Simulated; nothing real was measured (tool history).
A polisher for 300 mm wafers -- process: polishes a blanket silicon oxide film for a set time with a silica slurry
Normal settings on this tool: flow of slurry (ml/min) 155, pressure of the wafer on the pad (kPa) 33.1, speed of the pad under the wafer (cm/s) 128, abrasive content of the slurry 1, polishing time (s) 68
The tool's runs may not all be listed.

run   hour  flow of slurry (ml/min)  pressure of the wafer on the pad (kPa)  speed of the pad under the wafer (cm/s)  abrasive content of the slurry  polishing time (s)  incoming thickness of the incoming film, nm  film removed (Å)
  1      0                      155                                    33.1                                      128                               1                  68                                       1206.9              2379
  2    7.7                      155                                    33.1                                      128                               1                  68                                       1202.2              2312
  3   15.2                      155                                    33.1                                      128                             1.2                  68                                       1203.5              2450
  4   28.3                      155                                    33.1                                      128                             1.2                  68                                         1216              2412
  5   40.5                      155                                    33.1                                      128                             1.2                  68                                         1198              2350
  6   47.7                      155                                    33.1                                      112                               1                  68                                       1200.8              1984
  7   60.4                      155                                    33.1                                      112                               1                  68                                       1201.2              1995
  8     73                      155                                    33.1                                      112                               1                  68                                       1209.8              1959
      86.8  -- conditioning disc replaced and pad reconditioned
        92  -- head pressure recalibrated
      98.5  -- slurry nozzle cleaned
     101.6  -- slurry blender recalibrated
  9  110.4                      155                                    33.1                                      128                               1                  68                                       1201.9              2322
     114.7  -- worn pad replaced by a new one
 10  125.8                      155                                    33.1                                      128                               1                  68                                       1186.6              2607
 11  141.2                      155                                    33.1                                      128                               1                  68                                         1216              2523
 12  154.9                      155                                    33.1                                      128                               1                  68                                       1207.8              2410
 13  171.2                      155                                    33.1                                      128                               1                  68                                       1187.3              2382
 14  178.2                      155                                    33.1                                      128                               1                  68                                       1190.2              2331
 15  188.1                      155                                    33.1                                      128                               1                  68                                       1200.8              2270
 16  204.9                      155                                    33.1                                      144                               1                  55                                       1204.2              1979
 17  213.9                      155                                    33.1                                      160                             0.9                  68                                       1189.9              2418
 18  223.7                      190                                    33.1                                      128                            0.75                  68                                       1190.6              2008
     234.3  -- worn pad replaced by a new one
 19  236.1                      155                                    33.1                                      142                               1                  68                                       1182.3              2770
 20  244.8                      155                                    33.1                                      158                               1                  54                                       1192.2              2236
 21    261                      155                                    33.1                                      128                               1                  68                                       1211.5              2405

Run 22 has not been measured yet. What should we expect?
 22  273.2                      155                                    33.1                                      128                               1                  49                                       1222.2                 ?

{"run 22": {"film removed (Å)": 1743}}
Take away the tool's hidden state, keep the run-to-run variation as it was, and the same run would have given film removed (Å) 2096.

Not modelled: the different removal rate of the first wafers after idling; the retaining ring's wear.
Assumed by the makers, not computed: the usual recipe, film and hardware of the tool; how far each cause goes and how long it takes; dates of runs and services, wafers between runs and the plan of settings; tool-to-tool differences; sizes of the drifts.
